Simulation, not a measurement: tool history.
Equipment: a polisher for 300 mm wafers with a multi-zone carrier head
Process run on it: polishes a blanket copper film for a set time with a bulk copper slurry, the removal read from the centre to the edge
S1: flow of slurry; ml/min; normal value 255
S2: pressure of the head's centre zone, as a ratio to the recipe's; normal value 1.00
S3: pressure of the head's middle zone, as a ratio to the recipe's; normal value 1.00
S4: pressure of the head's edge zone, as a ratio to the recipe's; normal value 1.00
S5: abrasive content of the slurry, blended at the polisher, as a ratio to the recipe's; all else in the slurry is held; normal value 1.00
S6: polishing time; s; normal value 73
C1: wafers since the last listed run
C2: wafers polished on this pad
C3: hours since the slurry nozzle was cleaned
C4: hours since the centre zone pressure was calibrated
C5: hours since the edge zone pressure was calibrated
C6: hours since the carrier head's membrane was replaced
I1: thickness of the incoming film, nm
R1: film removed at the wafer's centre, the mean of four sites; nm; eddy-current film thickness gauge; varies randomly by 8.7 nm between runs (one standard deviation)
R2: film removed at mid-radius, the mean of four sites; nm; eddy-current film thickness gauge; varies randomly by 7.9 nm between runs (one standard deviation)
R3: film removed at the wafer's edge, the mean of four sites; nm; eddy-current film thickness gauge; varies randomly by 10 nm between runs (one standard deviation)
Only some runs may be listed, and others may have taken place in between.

{"run": 1, "hour": 0.0, "S1": 255, "S2": 1.0, "S3": 1.0, "S4": 1.0, "S5": 0.75, "S6": 84, "C1": 0, "C2": 3695, "C3": 575.4, "C4": 35.3, "C5": 155.4, "C6": 1704.4, "I1": 3952.1, "R1": 940.8, "R2": 956.9, "R3": 937.8}
{"run": 2, "hour": 66.9, "S1": 255, "S2": 1.0, "S3": 1.0, "S4": 1.0, "S5": 1.0, "S6": 73, "C1": 692, "C2": 4387, "C3": 642.3, "C4": 102.2, "C5": 222.3, "C6": 1771.3, "I1": 3993.0, "R1": 871.0, "R2": 878.0, "R3": 854.3}
{"hour": 77.0, "done": "slurry nozzle cleaned"}
{"hour": 94.9, "done": "worn pad replaced by a new one"}
{"run": 3, "hour": 100.9, "S1": 255, "S2": 1.09, "S3": 1.1, "S4": 1.0, "S5": 0.85, "S6": 73, "C1": 300, "C2": 61, "C3": 23.9, "C4": 136.2, "C5": 256.3, "C6": 1805.3, "I1": 3932.4, "R1": 898.3, "R2": 902.5, "R3": 837.2}
{"hour": 145.4, "done": "carrier head's membrane replaced by a new one"}
{"run": 4, "hour": 165.2, "S1": 255, "S2": 0.93, "S3": 1.0, "S4": 0.88, "S5": 1.0, "S6": 57, "C1": 613, "C2": 675, "C3": 88.2, "C4": 200.5, "C5": 320.6, "C6": 19.8, "I1": 3973.7, "R1": 634.5, "R2": 691.2, "R3": 644.3}
{"run": 5, "hour": 207.0, "S1": 205, "S2": 0.93, "S3": 1.07, "S4": 1.0, "S5": 1.0, "S6": 81, "C1": 432, "C2": 1108, "C3": 130.0, "C4": 242.3, "C5": 362.4, "C6": 61.6, "I1": 4015.8, "R1": 884.4, "R2": 991.6, "R3": 936.4}
{"run": 6, "hour": 275.9, "S1": 170, "S2": 0.94, "S3": 0.97, "S4": 1.0, "S5": 1.0, "S6": 73, "C1": 713, "C2": 1821, "C3": 198.9, "C4": 311.2, "C5": 431.3, "C6": 130.5, "I1": 3978.9, "R1": 806.6, "R2": 821.2, "R3": 853.3}
{"run": 7, "hour": 326.6, "S1": 255, "S2": 1.03, "S3": 1.0, "S4": 0.96, "S5": 1.0, "S6": 62, "C1": 524, "C2": 2346, "C3": 249.6, "C4": 361.9, "C5": 482.0, "C6": 181.2, "I1": 4037.9, "R1": 758.1, "R2": 753.1, "R3": 736.7}
{"run": 8, "hour": 359.0, "S1": 170, "S2": 1.11, "S3": 0.94, "S4": 1.0, "S5": 1.0, "S6": 73, "C1": 335, "C2": 2681, "C3": 282.0, "C4": 394.3, "C5": 514.4, "C6": 213.6, "I1": 4049.4, "R1": 917.6, "R2": 816.2, "R3": 847.7}
{"run": 9, "hour": 410.9, "S1": 255, "S2": 0.95, "S3": 0.97, "S4": 1.0, "S5": 1.0, "S6": 73, "C1": 537, "C2": 3218, "C3": 333.9, "C4": 446.2, "C5": 566.3, "C6": 265.5, "I1": 4040.2, "R1": 826.2, "R2": 864.4, "R3": 870.7}
{"run": 10, "hour": 472.1, "S1": 255, "S2": 1.09, "S3": 1.0, "S4": 1.0, "S5": 0.9, "S6": 73, "C1": 633, "C2": 3851, "C3": 395.1, "C4": 507.4, "C5": 627.5, "C6": 326.7, "I1": 3937.0, "R1": 897.0, "R2": 863.8, "R3": 850.3}
{"hour": 485.9, "done": "edge zone pressure recalibrated"}
{"run": 11, "hour": 514.0, "S1": 255, "S2": 0.96, "S3": 1.0, "S4": 1.0, "S5": 1.0, "S6": 73, "C1": 412, "C2": 4264, "C3": 437.0, "C4": 549.3, "C5": 28.1, "C6": 368.6, "I1": 4000.4, "R1": 834.0, "R2": 887.4, "R3": 874.8}
{"hour": 547.5, "done": "worn pad replaced by a new one"}
{"run": 12, "hour": 565.3, "S1": 255, "S2": 1.0, "S3": 1.08, "S4": 0.91, "S5": 1.0, "S6": 56, "C1": 489, "C2": 183, "C3": 488.3, "C4": 600.6, "C5": 79.4, "C6": 419.9, "I1": 3947.7, "R1": 648.4, "R2": 702.1, "R3": 642.7}
{"run": 13, "hour": 608.8, "S1": 255, "S2": 1.0, "S3": 1.0, "S4": 0.95, "S5": 1.0, "S6": 73, "C1": 450, "C2": 634, "C3": 531.8, "C4": 644.1, "C5": 122.9, "C6": 463.4, "I1": 3923.2, "R1": 851.3, "R2": 880.3, "R3": 855.8}
{"run": 14, "hour": 661.7, "S1": 255, "S2": 1.0, "S3": 1.0, "S4": 0.97, "S5": 1.0, "S6": 73, "C1": 547, "C2": 1181, "C3": 584.7, "C4": 697.0, "C5": 175.8, "C6": 516.3, "I1": 4000.3, "R1": 849.7, "R2": 886.2, "R3": 862.3}
{"run": 15, "hour": 710.0, "S1": 285, "S2": 1.0, "S3": 1.0, "S4": 1.0, "S5": 0.7, "S6": 73, "C1": 499, "C2": 1681, "C3": 633.0, "C4": 745.3, "C5": 224.1, "C6": 564.6, "I1": 3965.4, "R1": 787.1, "R2": 825.4, "R3": 807.3}
{"run": 16, "hour": 770.8, "S1": 255, "S2": 1.0, "S3": 1.0, "S4": 1.0, "S5": 1.0, "S6": 73, "C1": 629, "C2": 2310, "C3": 693.8, "C4": 806.1, "C5": 284.9, "C6": 625.4, "I1": 4033.4, "R1": 824.8, "R2": 897.6, "R3": 871.3}
{"run": 17, "hour": 830.1, "S1": 255, "S2": 1.0, "S3": 1.09, "S4": 1.0, "S5": 1.0, "S6": 73, "C1": 613, "C2": 2924, "C3": 753.1, "C4": 865.4, "C5": 344.2, "C6": 684.7, "I1": 3969.8, "R1": 846.3, "R2": 947.8, "R3": 866.8}
{"hour": 836.9, "done": "slurry nozzle cleaned"}
{"run": 18, "hour": 863.0, "S1": 170, "S2": 1.06, "S3": 1.0, "S4": 1.0, "S5": 1.0, "S6": 73, "C1": 330, "C2": 3254, "C3": 26.1, "C4": 898.3, "C5": 377.1, "C6": 717.6, "I1": 3958.4, "R1": 847.6, "R2": 865.0, "R3": 840.5}
{"run": 19, "hour": 907.1, "S1": 255, "S2": 1.0, "S3": 1.0, "S4": 1.0, "S5": 1.0, "S6": 73, "C1": 456, "C2": 3710, "C3": 70.2, "C4": 942.4, "C5": 421.2, "C6": 761.7, "I1": 4022.0, "R1": 835.7, "R2": 886.5, "R3": 858.6}
{"run": 20, "hour": 966.2, "S1": 255, "S2": 1.0, "S3": 1.0, "S4": 1.0, "S5": 1.0, "S6": 90, "C1": 611, "C2": 4322, "C3": 129.3, "C4": 1001.5, "C5": 480.3, "C6": 820.8, "I1": 3967.0, "R1": 1011.7, "R2": 1077.6, "R3": 1089.7}
{"hour": 989.5, "done": "worn pad replaced by a new one"}
{"run": 21, "hour": 996.2, "S1": 195, "S2": 1.0, "S3": 1.0, "S4": 1.0, "S5": 1.0, "S6": 62, "C1": 269, "C2": 69, "C3": 159.3, "C4": 1031.5, "C5": 510.3, "C6": 850.8, "I1": 4038.2, "R1": 684.1, "R2": 726.7, "R3": 718.3}

Predict each of these 4 candidate next runs independently; none follows another, all start after run 21:
{"run": "A", "hour": 996.6, "S1": 255, "S2": 1.0, "S3": 1.0, "S4": 1.0, "S5": 1.0, "S6": 84, "C1": 4, "C2": 73, "C3": 159.7, "C4": 1031.9, "C5": 510.7, "C6": 851.2, "I1": 3991.1, "R1": "?", "R2": "?", "R3": "?"}
{"run": "B", "hour": 996.6, "S1": 185, "S2": 0.92, "S3": 1.0, "S4": 1.0, "S5": 1.0, "S6": 73, "C1": 4, "C2": 73, "C3": 159.7, "C4": 1031.9, "C5": 510.7, "C6": 851.2, "I1": 3991.1, "R1": "?", "R2": "?", "R3": "?"}
{"run": "C", "hour": 996.6, "S1": 255, "S2": 1.0, "S3": 1.0, "S4": 1.0, "S5": 1.15, "S6": 73, "C1": 4, "C2": 73, "C3": 159.7, "C4": 1031.9, "C5": 510.7, "C6": 851.2, "I1": 3991.1, "R1": "?", "R2": "?", "R3": "?"}
{"run": "D", "hour": 996.6, "S1": 255, "S2": 1.06, "S3": 1.0, "S4": 1.08, "S5": 1.0, "S6": 73, "C1": 4, "C2": 73, "C3": 159.7, "C4": 1031.9, "C5": 510.7, "C6": 851.2, "I1": 3991.1, "R1": "?", "R2": "?", "R3": "?"}

run=A R1=953.3 R2=1005.1 R3=989.6
run=B R1=747.4 R2=847.8 R3=840.8
run=C R1=853.7 R2=900.1 R3=886.2
run=D R1=870.3 R2=873.1 R3=893.2
Had the tool no hidden state, the same runs would have come out as:
run=A R1=1009.5 R2=1004.8 R3=989.6
run=B R1=791.7 R2=847.6 R3=840.8
run=C R1=904.0 R2=899.8 R3=886.2
run=D R1=921.4 R2=872.8 R3=893.2
